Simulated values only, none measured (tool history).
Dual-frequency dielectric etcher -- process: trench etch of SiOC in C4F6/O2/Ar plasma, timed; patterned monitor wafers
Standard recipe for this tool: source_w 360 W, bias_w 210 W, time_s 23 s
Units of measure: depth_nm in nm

run     day  source_w  bias_w  time_s  read-back reference wafer on the same gauge, depth_nm  depth_nm
  1       0       360     210      23                                                     48      48.2
  2       3       360     210      23                                                  47.99     48.37
  3   6.217       360     210      23                                                  47.99     48.18
  4   9.696       360     210      23                                                     48     47.95
  5  12.129       360     210      23                                                  47.99     48.13
  6  16.617       360     210      23                                                     48     47.66
     18.246  -- wet clean of the chamber
  7  18.825       360     210      23                                                  48.03     47.87
  8  21.179       360     210      23                                                  48.01     47.99
  9  23.654       400     210      23                                                  47.98     50.56
 10  26.312       400     210      23                                                  47.98     50.88
 11  27.833       360     210      23                                                  48.04     48.37
 12  31.504       360     210      23                                                  47.99     48.23
 13  35.046       360     248      23                                                  48.03     51.39
     37.404  -- wet clean of the chamber
 14  37.425       360     210      23                                                     48     47.93
     40.367  -- bias power generator calibrated
 15  41.388       390     210      23                                                     48     50.16
     44.988  -- upper electrode replaced
 16  45.512       410     210      23                                                     48     51.14
 17    48.6       280     178      18                                                  47.99     31.17
 18    51.3       360     183      26                                                     48     51.41

Run 19 is up next; what results do you expect?
     51.725  -- gauge calibrated
 19  55.354       310     238    20.5                                                      ?         ?

{"run 19": {"read-back reference wafer on the same gauge, depth_nm": 47.97, "depth_nm": 41.9}}
Had the tool carried no hidden state, the very same run would have given depth_nm 41.9 nm.
